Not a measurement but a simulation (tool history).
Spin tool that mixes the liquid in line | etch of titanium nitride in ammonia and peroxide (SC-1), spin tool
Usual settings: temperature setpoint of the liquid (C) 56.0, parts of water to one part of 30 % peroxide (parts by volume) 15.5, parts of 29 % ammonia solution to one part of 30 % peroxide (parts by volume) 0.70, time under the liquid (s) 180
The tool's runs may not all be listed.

run	hour	temperature setpoint of the liquid (C)	parts of water to one part of 30 % peroxide (parts by volume)	parts of 29 % ammonia solution to one part of 30 % peroxide (parts by volume)	time under the liquid (s)	read-back film thickness of the titanium nitride reference wafer, read on the same gauge (nm)	thickness taken off the titanium nitride on a monitor wafer (Å)
1	0.0	56.0	15.5	0.70	180	79.99	97.6
2	51.1	56.0	19.5	0.70	240	79.98	116.2
3	80.4	56.0	15.5	0.70	180	79.99	98.4
# hour 89.5: new drum of ammonia solution connected
4	112.5	56.0	15.5	0.70	180	80.03	98.2
5	148.3	66.0	15.5	0.70	180	79.98	190.8
6	217.6	56.0	15.5	0.70	180	79.95	99.0
# hour 232.8: gauge calibrated
7	267.9	65.0	12.0	1.05	145	80.03	174.7
8	332.5	56.0	11.5	0.85	180	80.02	120.2
9	383.9	56.0	15.5	0.70	180	80.00	98.6
10	431.8	56.0	15.5	0.70	180	80.03	99.7
11	502.5	56.0	8.5	0.95	130	79.99	103.3
12	554.0	56.0	8.5	0.70	105	79.96	80.7
13	595.6	47.5	21.0	0.70	115	80.01	29.9
14	621.3	56.0	15.5	0.85	180	80.01	101.9
# hour 644.2: ammonia flow meter replaced
15	662.1	56.0	15.5	0.35	180	80.01	89.2
# hour 701.1: thermometer replaced
# hour 767.2: heated supply line repaired
16	830.9	56.0	15.5	0.70	180	80.03	92.3
17	865.9	53.0	18.0	0.90	220	79.99	89.1
18	935.8	56.0	15.5	0.70	125	80.01	64.0
# hour 940.4: new drum of ammonia solution connected
19	971.9	56.0	15.5	0.70	180	80.04	93.0
20	1043.1	48.5	15.5	0.60	260	80.01	78.7
21	1102.5	56.0	10.5	0.50	180	80.01	107.8
22	1153.4	53.5	22.0	0.45	180	79.96	59.9
23	1184.4	56.0	15.5	0.70	90	80.02	46.3
24	1220.2	56.0	11.0	0.90	180	80.04	116.3

Forecast each of these 4 alternatives for the next run:
A	1220.7	56.0	15.5	0.70	180	?	?
B	1220.7	56.0	19.5	0.35	180	?	?
C	1220.7	47.0	15.5	0.70	180	?	?
D	1220.7	50.0	15.5	0.70	180	?	?

run	read-back film thickness of the titanium nitride reference wafer, read on the same gauge (nm)	thickness taken off the titanium nitride on a monitor wafer (Å)
A	79.94	93.1
B	79.94	72.2
C	79.94	50.0
D	79.94	61.8
Without the tool's hidden state the same runs would have given:
run	thickness taken off the titanium nitride on a monitor wafer (Å)
A	92.1
B	71.5
C	49.5
D	61.1

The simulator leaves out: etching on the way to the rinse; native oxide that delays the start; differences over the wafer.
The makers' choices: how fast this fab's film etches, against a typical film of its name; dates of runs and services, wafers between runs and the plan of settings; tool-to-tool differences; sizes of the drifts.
